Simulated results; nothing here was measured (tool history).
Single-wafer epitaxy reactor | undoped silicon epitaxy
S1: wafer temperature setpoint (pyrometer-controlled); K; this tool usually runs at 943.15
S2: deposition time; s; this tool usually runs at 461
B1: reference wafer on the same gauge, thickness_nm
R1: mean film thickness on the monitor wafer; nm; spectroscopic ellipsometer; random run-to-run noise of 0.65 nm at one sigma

| run | hour | S1 | S2 | B1 | R1 |
|---|---|---|---|---|---|
| 1 | 0.0 | 943.15 | 461 | 147.105 | 132.101 |
| 2 | 63.6 | 943.15 | 401 | 147.105 | 114.355 |
| 3 | 114.4 | 943.15 | 401 | 147.077 | 115.748 |
| 4 | 144.7 | 943.15 | 461 | 147.015 | 133.798 |
| 5 | 188.5 | 943.15 | 461 | 147.050 | 132.829 |
| 6 | 224.4 | 943.15 | 461 | 147.051 | 133.864 |
| 7 | 292.3 | 943.15 | 461 | 147.006 | 134.320 |
| 8 | 317.7 | 943.15 | 461 | 146.788 | 133.371 |
| 9 | 372.1 | 943.15 | 461 | 147.283 | 133.932 |
| 10 | 440.5 | 943.15 | 461 | 147.007 | 132.988 |
| 11 | 494.5 | 943.15 | 461 | 147.031 | 134.197 |
| 12 | 550.8 | 943.15 | 461 | 146.928 | 132.471 |
|  | 583.2 | pyrometer calibrated |
| 13 | 609.2 | 943.15 | 461 | 146.902 | 126.626 |
| 14 | 636.4 | 943.15 | 461 | 147.025 | 126.624 |
| 15 | 665.2 | 943.15 | 417 | 146.972 | 114.566 |
| 16 | 716.4 | 943.15 | 417 | 146.980 | 115.515 |
| 17 | 750.7 | 943.15 | 461 | 146.948 | 128.429 |
| 18 | 795.4 | 943.15 | 461 | 146.890 | 127.943 |
|  | 839.7 | gauge calibrated |
| 19 | 847.7 | 953.15 | 381 | 146.958 | 135.153 |
| 20 | 891.8 | 948.15 | 376 | 146.968 | 119.117 |
| 21 | 934.7 | 943.15 | 461 | 146.924 | 131.078 |
| 22 | 977.0 | 938.15 | 516 | 147.231 | 131.235 |
| 23 | 1042.2 | 935.15 | 430 | 147.120 | 102.173 |
| 24 | 1070.0 | 943.15 | 461 | 146.889 | 129.696 |
| 25 | 1099.7 | 943.15 | 461 | 147.087 | 130.515 |
| 26 | 1159.0 | 953.15 | 419 | 147.065 | 151.777 |
| 27 | 1218.7 | 943.15 | 530 | 147.022 | 151.348 |
| 28 | 1270.9 | 935.15 | 388 | 147.015 | 91.127 |
| 29 | 1324.1 | 949.15 | 414 | 146.830 | 137.830 |
| 30 | 1354.6 | 931.15 | 370 | 146.954 | 79.435 |
| 31 | 1394.9 | 957.15 | 404 | 146.847 | 160.162 |
| 32 | 1447.5 | 943.15 | 461 | 146.815 | 131.959 |
| 33 | 1506.2 | 943.15 | 461 | 146.979 | 133.447 |
| 34 | 1564.9 | 943.15 | 461 | 146.977 | 133.448 |
| 35 | 1609.3 | 955.15 | 413 | 147.352 | 158.019 |

Branching from run 35: 5 alternative next runs. What would each branch give?
| A | 1609.8 | 943.15 | 461 | ? | ? |
| B | 1609.8 | 936.15 | 407 | ? | ? |
| C | 1609.8 | 934.15 | 427 | ? | ? |
| D | 1609.8 | 952.15 | 426 | ? | ? |
| E | 1609.8 | 937.15 | 537 | ? | ? |

| run | B1 | R1 |
|---|---|---|
| A | 146.749 | 134.077 |
| B | 146.749 | 100.173 |
| C | 146.749 | 100.148 |
| D | 146.749 | 152.931 |
| E | 146.749 | 135.383 |
With no hidden state in the tool, these same runs would have given:
| run | R1 |
|---|---|
| A | 126.001 |
| B | 94.039 |
| C | 93.987 |
| D | 143.911 |
| E | 127.113 |
